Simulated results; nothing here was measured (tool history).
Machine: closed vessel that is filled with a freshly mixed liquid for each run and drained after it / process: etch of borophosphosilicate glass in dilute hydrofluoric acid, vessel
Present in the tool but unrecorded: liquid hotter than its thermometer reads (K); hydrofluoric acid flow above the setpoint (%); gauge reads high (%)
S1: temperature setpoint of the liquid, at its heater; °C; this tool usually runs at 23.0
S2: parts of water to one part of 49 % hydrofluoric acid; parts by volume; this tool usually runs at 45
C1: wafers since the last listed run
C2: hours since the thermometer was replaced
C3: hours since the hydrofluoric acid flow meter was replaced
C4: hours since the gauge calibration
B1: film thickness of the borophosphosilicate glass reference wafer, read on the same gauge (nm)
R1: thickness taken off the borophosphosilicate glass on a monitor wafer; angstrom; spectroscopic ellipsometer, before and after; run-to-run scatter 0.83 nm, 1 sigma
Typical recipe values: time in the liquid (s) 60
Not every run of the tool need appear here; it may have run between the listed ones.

{"run": 1, "hour": 0.0, "S1": 19.0, "S2": 45, "time in the liquid (s)": 60, "C1": 0, "C2": 1113.9, "C3": 179.1, "C4": 308.3, "B1": 29.97, "R1": 800.8}
{"run": 2, "hour": 35.9, "S1": 23.0, "S2": 45, "time in the liquid (s)": 60, "C1": 3551, "C2": 1149.8, "C3": 215.0, "C4": 344.2, "B1": 30.0, "R1": 945.1}
{"run": 3, "hour": 66.2, "S1": 23.0, "S2": 45, "time in the liquid (s)": 60, "C1": 2997, "C2": 1180.1, "C3": 245.3, "C4": 374.5, "B1": 30.02, "R1": 934.3}
{"run": 4, "hour": 93.4, "S1": 23.0, "S2": 45, "time in the liquid (s)": 60, "C1": 2690, "C2": 1207.3, "C3": 272.5, "C4": 401.7, "B1": 30.0, "R1": 942.0}
{"run": 5, "hour": 117.2, "S1": 23.0, "S2": 45, "time in the liquid (s)": 60, "C1": 2354, "C2": 1231.1, "C3": 296.3, "C4": 425.5, "B1": 29.99, "R1": 938.6}
{"run": 6, "hour": 150.7, "S1": 23.0, "S2": 45, "time in the liquid (s)": 60, "C1": 3314, "C2": 1264.6, "C3": 329.8, "C4": 459.0, "B1": 29.97, "R1": 942.2}
{"run": 7, "hour": 175.2, "S1": 23.0, "S2": 45, "time in the liquid (s)": 60, "C1": 2423, "C2": 1289.1, "C3": 354.3, "C4": 483.5, "B1": 30.01, "R1": 944.2}
{"run": 8, "hour": 208.0, "S1": 21.0, "S2": 45, "time in the liquid (s)": 75, "C1": 3244, "C2": 1321.9, "C3": 387.1, "C4": 516.3, "B1": 29.98, "R1": 1086.4}
{"run": 9, "hour": 239.8, "S1": 21.0, "S2": 45, "time in the liquid (s)": 75, "C1": 3145, "C2": 1353.7, "C3": 418.9, "C4": 548.1, "B1": 30.01, "R1": 1069.1}
{"run": 10, "hour": 271.1, "S1": 21.0, "S2": 45, "time in the liquid (s)": 75, "C1": 3096, "C2": 1385.0, "C3": 450.2, "C4": 579.4, "B1": 29.94, "R1": 1101.5}
{"run": 11, "hour": 285.9, "S1": 23.0, "S2": 45, "time in the liquid (s)": 60, "C1": 1464, "C2": 1399.8, "C3": 465.0, "C4": 594.2, "B1": 30.07, "R1": 948.5}
{"run": 12, "hour": 298.7, "S1": 23.0, "S2": 45, "time in the liquid (s)": 60, "C1": 1266, "C2": 1412.6, "C3": 477.8, "C4": 607.0, "B1": 30.05, "R1": 962.1}
{"run": 13, "hour": 320.3, "S1": 23.0, "S2": 45, "time in the liquid (s)": 60, "C1": 2136, "C2": 1434.2, "C3": 499.4, "C4": 628.6, "B1": 30.04, "R1": 948.7}
{"run": 14, "hour": 353.8, "S1": 23.0, "S2": 45, "time in the liquid (s)": 85, "C1": 3314, "C2": 1467.7, "C3": 532.9, "C4": 662.1, "B1": 30.04, "R1": 1338.1}
{"hour": 358.9, "done": "gauge calibrated"}
{"run": 15, "hour": 375.9, "S1": 23.0, "S2": 45, "time in the liquid (s)": 85, "C1": 2186, "C2": 1489.8, "C3": 555.0, "C4": 17.0, "B1": 29.98, "R1": 1381.5}
{"run": 16, "hour": 404.4, "S1": 23.0, "S2": 45, "time in the liquid (s)": 60, "C1": 2819, "C2": 1518.3, "C3": 583.5, "C4": 45.5, "B1": 30.01, "R1": 952.1}
{"run": 17, "hour": 422.1, "S1": 28.0, "S2": 50, "time in the liquid (s)": 35, "C1": 1751, "C2": 1536.0, "C3": 601.2, "C4": 63.2, "B1": 30.04, "R1": 608.6}
{"run": 18, "hour": 437.4, "S1": 21.0, "S2": 45, "time in the liquid (s)": 60, "C1": 1513, "C2": 1551.3, "C3": 616.5, "C4": 78.5, "B1": 30.04, "R1": 885.6}
{"run": 19, "hour": 463.3, "S1": 23.0, "S2": 45, "time in the liquid (s)": 60, "C1": 2562, "C2": 1577.2, "C3": 642.4, "C4": 104.4, "B1": 30.03, "R1": 972.9}
{"run": 20, "hour": 477.3, "S1": 23.0, "S2": 50, "time in the liquid (s)": 70, "C1": 1384, "C2": 1591.2, "C3": 656.4, "C4": 118.4, "B1": 29.98, "R1": 1002.2}
{"hour": 497.1, "done": "hydrofluoric acid flow meter replaced"}
{"run": 21, "hour": 502.6, "S1": 26.5, "S2": 55, "time in the liquid (s)": 85, "C1": 2403, "C2": 1616.5, "C3": 5.5, "C4": 143.7, "B1": 30.0, "R1": 1286.3}
{"run": 22, "hour": 530.2, "S1": 23.0, "S2": 30, "time in the liquid (s)": 30, "C1": 2730, "C2": 1644.1, "C3": 33.1, "C4": 171.3, "B1": 29.99, "R1": 747.5}
{"hour": 532.8, "done": "thermometer replaced"}
{"run": 23, "hour": 548.1, "S1": 19.0, "S2": 45, "time in the liquid (s)": 60, "C1": 1671, "C2": 15.3, "C3": 51.0, "C4": 189.2, "B1": 30.04, "R1": 736.4}
{"run": 24, "hour": 562.1, "S1": 23.0, "S2": 45, "time in the liquid (s)": 40, "C1": 1384, "C2": 29.3, "C3": 65.0, "C4": 203.2, "B1": 30.02, "R1": 588.3}
{"run": 25, "hour": 574.8, "S1": 23.0, "S2": 45, "time in the liquid (s)": 60, "C1": 1256, "C2": 42.0, "C3": 77.7, "C4": 215.9, "B1": 30.07, "R1": 874.2}
{"run": 26, "hour": 597.2, "S1": 26.0, "S2": 45, "time in the liquid (s)": 60, "C1": 2215, "C2": 64.4, "C3": 100.1, "C4": 238.3, "B1": 29.96, "R1": 986.4}
{"run": 27, "hour": 627.1, "S1": 23.0, "S2": 45, "time in the liquid (s)": 60, "C1": 2957, "C2": 94.3, "C3": 130.0, "C4": 268.2, "B1": 30.0, "R1": 859.3}

Run 28 has not been measured yet. What should we expect?
{"run": 28, "hour": 646.6, "S1": 19.0, "S2": 30, "time in the liquid (s)": 80, "C1": 1929, "C2": 113.8, "C3": 149.5, "C4": 287.7, "B1": "?", "R1": "?"}

B1: 30.04
R1: 1503.0 angstrom
Without the tool's hidden state the same run would have given R1 1490.7 angstrom.
